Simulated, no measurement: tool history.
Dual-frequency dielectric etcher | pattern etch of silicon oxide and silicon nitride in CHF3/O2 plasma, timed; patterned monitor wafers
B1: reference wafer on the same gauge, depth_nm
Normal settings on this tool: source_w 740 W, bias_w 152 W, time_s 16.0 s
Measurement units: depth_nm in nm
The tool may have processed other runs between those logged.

run 1 day=0.000 | source_w=740 bias_w=152 time_s=16.0 | B1=30.51 | depth_nm=26.34
run 2 day=1.379 | source_w=740 bias_w=152 time_s=16.0 | B1=30.46 | depth_nm=26.53
run 3 day=3.454 | source_w=740 bias_w=152 time_s=16.0 | B1=30.55 | depth_nm=26.45
run 4 day=4.942 | source_w=740 bias_w=152 time_s=16.0 | B1=30.53 | depth_nm=26.76
run 5 day=7.529 | source_w=740 bias_w=152 time_s=16.0 | B1=30.52 | depth_nm=26.84
run 6 day=9.346 | source_w=740 bias_w=152 time_s=16.0 | B1=30.47 | depth_nm=27.00
-- day=9.683 gauge calibrated
-- day=11.262 bias power generator calibrated
-- day=12.271 wet clean of the chamber
run 7 day=12.292 | source_w=740 bias_w=152 time_s=16.0 | B1=30.53 | depth_nm=26.18
-- day=13.421 upper electrode replaced
run 8 day=13.833 | source_w=740 bias_w=152 time_s=16.0 | B1=30.48 | depth_nm=26.13
run 9 day=15.600 | source_w=740 bias_w=152 time_s=16.0 | B1=30.51 | depth_nm=26.23
run 10 day=17.817 | source_w=620 bias_w=140 time_s=20.5 | B1=30.47 | depth_nm=30.97
run 11 day=19.279 | source_w=870 bias_w=162 time_s=16.0 | B1=30.50 | depth_nm=28.36
-- day=21.662 source power generator calibrated
run 12 day=22.225 | source_w=680 bias_w=122 time_s=14.5 | B1=30.47 | depth_nm=21.69
-- day=24.338 gauge calibrated
run 13 day=24.921 | source_w=740 bias_w=152 time_s=16.0 | B1=30.51 | depth_nm=26.66
run 14 day=27.404 | source_w=740 bias_w=176 time_s=16.0 | B1=30.45 | depth_nm=28.00
run 15 day=28.642 | source_w=740 bias_w=136 time_s=16.0 | B1=30.53 | depth_nm=25.75
run 16 day=29.908 | source_w=820 bias_w=137 time_s=14.5 | B1=30.52 | depth_nm=24.20
run 17 day=32.412 | source_w=890 bias_w=123 time_s=11.5 | B1=30.47 | depth_nm=19.18

Below are 3 alternative next runs, each starting from the tool's condition after run 17. Predict each:
run A day=32.429 | source_w=740 bias_w=152 time_s=16.0 | B1=? | depth_nm=?
run B day=32.429 | source_w=620 bias_w=125 time_s=16.0 | B1=? | depth_nm=?
run C day=32.429 | source_w=890 bias_w=152 time_s=17.5 | B1=? | depth_nm=?

run=A B1=30.51 depth_nm=26.94
run=B B1=30.51 depth_nm=23.80
run=C B1=30.51 depth_nm=31.36
Without the tool's hidden state the same runs would have given:
run=A depth_nm=26.14
run=B depth_nm=23.10
run=C depth_nm=30.43
